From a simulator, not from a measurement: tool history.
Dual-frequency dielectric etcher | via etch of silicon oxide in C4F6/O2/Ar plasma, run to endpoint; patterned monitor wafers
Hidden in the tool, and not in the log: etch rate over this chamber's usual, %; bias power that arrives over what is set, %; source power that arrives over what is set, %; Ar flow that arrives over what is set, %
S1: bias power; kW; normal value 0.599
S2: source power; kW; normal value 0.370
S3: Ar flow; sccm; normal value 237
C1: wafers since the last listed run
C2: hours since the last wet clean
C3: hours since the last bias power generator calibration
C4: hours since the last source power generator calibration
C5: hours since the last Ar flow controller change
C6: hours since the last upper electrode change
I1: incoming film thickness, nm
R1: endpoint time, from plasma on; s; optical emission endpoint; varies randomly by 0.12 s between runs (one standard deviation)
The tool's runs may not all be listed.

| run | hour | S1 | S2 | S3 | C1 | C2 | C3 | C4 | C5 | C6 | I1 | R1 |
|---|---|---|---|---|---|---|---|---|---|---|---|---|
| 1 | 0.0 | 0.599 | 0.370 | 237 | 0 | 216.4 | 10.0 | 2868.9 | 2798.9 | 28.8 | 149.6 | 29.2 |
| 2 | 81.6 | 0.599 | 0.370 | 237 | 1230 | 298.0 | 91.6 | 2950.5 | 2880.5 | 110.4 | 149.2 | 29.1 |
| 3 | 149.7 | 0.599 | 0.370 | 237 | 1026 | 366.1 | 159.7 | 3018.6 | 2948.6 | 178.5 | 148.7 | 29.1 |
| 4 | 196.1 | 0.599 | 0.370 | 237 | 699 | 412.5 | 206.1 | 3065.0 | 2995.0 | 224.9 | 148.7 | 28.8 |
| 5 | 234.4 | 0.599 | 0.400 | 237 | 577 | 450.8 | 244.4 | 3103.3 | 3033.3 | 263.2 | 148.9 | 27.8 |
| 6 | 317.4 | 0.715 | 0.370 | 208 | 1251 | 533.8 | 327.4 | 3186.3 | 3116.3 | 346.2 | 150.9 | 26.8 |
| 7 | 410.6 | 0.479 | 0.300 | 269 | 1404 | 627.0 | 420.6 | 3279.5 | 3209.5 | 439.4 | 149.1 | 35.3 |
| 8 | 510.1 | 0.599 | 0.370 | 222 | 1499 | 726.5 | 520.1 | 3379.0 | 3309.0 | 538.9 | 148.3 | 28.2 |
|  | 551.0 | wet clean of the chamber |
| 9 | 614.9 | 0.711 | 0.370 | 237 | 1218 | 63.9 | 624.9 | 3483.8 | 3413.8 | 643.7 | 150.3 | 27.7 |
| 10 | 652.3 | 0.599 | 0.370 | 237 | 563 | 101.3 | 662.3 | 3521.2 | 3451.2 | 681.1 | 149.7 | 29.4 |
| 11 | 724.4 | 0.477 | 0.310 | 262 | 1086 | 173.4 | 734.4 | 3593.3 | 3523.3 | 753.2 | 149.8 | 35.2 |
| 12 | 766.6 | 0.480 | 0.310 | 237 | 636 | 215.6 | 776.6 | 3635.5 | 3565.5 | 795.4 | 149.2 | 34.7 |
| 13 | 855.4 | 0.599 | 0.370 | 237 | 1338 | 304.4 | 865.4 | 3724.3 | 3654.3 | 884.2 | 149.7 | 29.0 |
| 14 | 940.8 | 0.599 | 0.370 | 237 | 1287 | 389.8 | 950.8 | 3809.7 | 3739.7 | 969.6 | 149.1 | 28.6 |
| 15 | 1005.7 | 0.599 | 0.370 | 237 | 978 | 454.7 | 1015.7 | 3874.6 | 3804.6 | 1034.5 | 149.8 | 28.8 |
| 16 | 1103.2 | 0.727 | 0.370 | 237 | 1469 | 552.2 | 1113.2 | 3972.1 | 3902.1 | 1132.0 | 149.4 | 26.4 |
| 17 | 1200.9 | 0.554 | 0.310 | 267 | 1472 | 649.9 | 1210.9 | 4069.8 | 3999.8 | 1229.7 | 148.7 | 32.4 |
| 18 | 1286.9 | 0.599 | 0.340 | 237 | 1296 | 735.9 | 1296.9 | 4155.8 | 4085.8 | 1315.7 | 148.0 | 29.4 |
| 19 | 1383.9 | 0.599 | 0.370 | 237 | 1462 | 832.9 | 1393.9 | 4252.8 | 4182.8 | 1412.7 | 149.2 | 28.1 |
|  | 1432.5 | Ar flow controller replaced |
| 20 | 1464.9 | 0.661 | 0.310 | 218 | 1130 | 913.9 | 1474.9 | 4333.8 | 32.4 | 1493.7 | 149.0 | 29.4 |
|  | 1524.9 | wet clean of the chamber |
|  | 1619.9 | source power generator calibrated |
| 21 | 1750.1 | 0.452 | 0.370 | 195 | 3877 | 225.2 | 1760.1 | 130.2 | 317.6 | 1778.9 | 148.9 | 31.4 |
| 22 | 1854.2 | 0.705 | 0.340 | 288 | 1569 | 329.3 | 1864.2 | 234.3 | 421.7 | 1883.0 | 149.0 | 29.1 |
| 23 | 1953.0 | 0.718 | 0.370 | 237 | 1489 | 428.1 | 1963.0 | 333.1 | 520.5 | 1981.8 | 148.7 | 26.8 |
| 24 | 2046.6 | 0.599 | 0.350 | 267 | 1410 | 521.7 | 2056.6 | 426.7 | 614.1 | 2075.4 | 147.8 | 29.6 |
| 25 | 2153.5 | 0.599 | 0.300 | 279 | 1611 | 628.6 | 2163.5 | 533.6 | 721.0 | 2182.3 | 149.1 | 32.5 |
| 26 | 2202.4 | 0.690 | 0.370 | 237 | 737 | 677.5 | 2212.4 | 582.5 | 769.9 | 2231.2 | 146.4 | 26.4 |
|  | 2263.9 | wet clean of the chamber |
| 27 | 2271.1 | 0.599 | 0.370 | 262 | 673 | 7.2 | 2281.1 | 651.2 | 838.6 | 2299.9 | 148.8 | 29.5 |
| 28 | 2350.9 | 0.470 | 0.450 | 291 | 1202 | 87.0 | 2360.9 | 731.0 | 918.4 | 2379.7 | 149.8 | 29.9 |
| 29 | 2442.9 | 0.599 | 0.310 | 237 | 1386 | 179.0 | 2452.9 | 823.0 | 1010.4 | 2471.7 | 148.9 | 32.2 |
| 30 | 2485.3 | 0.599 | 0.370 | 271 | 639 | 221.4 | 2495.3 | 865.4 | 1052.8 | 2514.1 | 150.3 | 29.8 |

Predict each of these 3 candidate next runs independently; none follows another, all start after run 30:
| A | 2485.7 | 0.599 | 0.370 | 237 | 6 | 221.8 | 2495.7 | 865.8 | 1053.2 | 2514.5 | 149.8 | ? |
| B | 2485.7 | 0.546 | 0.410 | 237 | 6 | 221.8 | 2495.7 | 865.8 | 1053.2 | 2514.5 | 149.8 | ? |
| C | 2485.7 | 0.599 | 0.300 | 281 | 6 | 221.8 | 2495.7 | 865.8 | 1053.2 | 2514.5 | 149.8 | ? |

| run | R1 |
|---|---|
| A | 29.4 |
| B | 28.8 |
| C | 33.6 |
With no hidden state in the tool, these same runs would have given:
| run | R1 |
|---|---|
| A | 29.9 |
| B | 29.3 |
| C | 34.1 |
